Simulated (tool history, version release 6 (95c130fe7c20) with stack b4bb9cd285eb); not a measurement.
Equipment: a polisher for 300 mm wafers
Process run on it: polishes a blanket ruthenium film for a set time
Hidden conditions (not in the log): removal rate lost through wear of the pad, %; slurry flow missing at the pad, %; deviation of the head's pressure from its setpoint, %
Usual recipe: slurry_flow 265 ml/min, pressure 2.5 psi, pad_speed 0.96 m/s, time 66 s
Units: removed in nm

run   hour  slurry_flow  pressure  pad_speed  time  wafers since the last listed run  wafers polished on this pad  hours since the slurry nozzle was cleaned  hours since the head pressure was calibrated  incoming thickness of the incoming film, nm  removed
  1      0          265       2.5       0.96    57                                 0                          288                                      603.9                                         466.6                                        293.7     84.1
  2     19          265       2.5       0.96    57                               207                          495                                      622.9                                         485.6                                        301.4     81.1
  3   37.6          265       2.5       0.96    57                               202                          698                                      641.5                                         504.2                                          303       81
  4   70.2          265       2.5       0.96    66                               355                         1053                                      674.1                                         536.8                                        298.4     94.7
  5  100.6          265       2.5       0.96    66                               331                         1384                                      704.5                                         567.2                                        293.9     95.7
  6  112.9          265       2.5       0.96    66                               134                         1518                                      716.8                                         579.5                                        304.3     93.8
     117.5  -- worn pad replaced by a new one
  7  145.1          265       2.5       0.96    66                               307                          300                                        749                                         611.7                                        299.3     97.4
  8  177.4          265       2.5       0.96    66                               352                          652                                      781.3                                           644                                        295.1     98.2
  9  207.1          265       2.5       0.96    66                               323                          976                                        811                                         673.7                                        296.8     93.3
     210.7  -- slurry nozzle cleaned
 10  231.4          265       2.8       0.96    66                               253                         1230                                       20.7                                           698                                        301.8      106
     269.1  -- worn pad replaced by a new one
 11  269.6          265       2.8       0.96    66                               372                            5                                       58.9                                         736.2                                        302.2    112.3
 12  288.9          265       2.5       0.96    66                               210                          215                                       78.2                                         755.5                                        301.4     99.6
 13  300.9          265       2.5       0.96    66                               130                          346                                       90.2                                         767.5                                        306.4     95.9
 14  328.1          265       2.5       0.96    66                               296                          642                                      117.4                                         794.7                                        305.5     94.3
     339.7  -- head pressure recalibrated
 15  350.9          265         3       0.96    66                               226                          869                                      140.2                                          11.2                                        301.7    112.1
 16  380.9          175       2.5       1.28    66                               327                         1196                                      170.2                                          41.2                                        300.3    120.5
     392.5  -- worn pad replaced by a new one
 17  394.8          265       2.5       1.06    66                               107                           25                                      184.1                                          55.1                                        301.6    110.6
 18  415.3          265       2.5       0.96    66                               223                          248                                      204.6                                          75.6                                        299.6     97.7
 19  433.5          265       2.5       0.96    66                               198                          447                                      222.8                                          93.8                                        301.1     96.4
 20    476          240       2.5       0.78    66                               463                          910                                      265.3                                         136.3                                        303.5     77.8
 21  495.4          265         3       0.96    76                               211                         1121                                      284.7                                         155.7                                        299.2    130.2
 22  522.1          265       2.5       0.96    66                               291                         1412                                      311.4                                         182.4                                        299.8       93
       541  -- worn pad replaced by a new one
 23  544.1          265       2.5       0.96    66                               196                           33                                      333.4                                         204.4                                        296.4    101.3
 24  563.9          240       2.5        1.2    66                               215                          249                                      353.2                                         224.2                                          294    122.4
 25  582.8          205       2.5       0.96    80                               206                          455                                      372.1                                         243.1                                        299.7    115.5
 26  598.9          200       2.5       0.62    84                               175                          630                                      388.2                                         259.2                                        298.3     75.4
 27  629.9          265       2.5       0.96    66                               337                          968                                      419.2                                         290.2                                        301.5     96.2
 28  664.3          360       2.5       0.74    66                               374                         1343                                      453.6                                         324.6                                        301.2     75.1

Below are 4 alternative next runs, each starting from the tool's condition after run 28. Predict each:
  A  664.7          265       3.3       0.96    66                                 4                         1347                                        454                                           325                                        301.9        ?
  B  664.7          265       2.5       0.66    66                                 4                         1347                                        454                                           325                                        301.9        ?
  C  664.7          265       2.5       1.14    55                                 4                         1347                                        454                                           325                                        301.9        ?
  D  664.7          355       1.8       1.16    48                                 4                         1347                                        454                                           325                                        301.9        ?

run  removed
  A    123.8
  B     64.5
  C     92.8
  D     60.9
Take away the tool's hidden state, keep each run's random variation, and the runs would have read:
run  removed
  A    133.6
  B     69.6
  C    100.2
  D     65.7
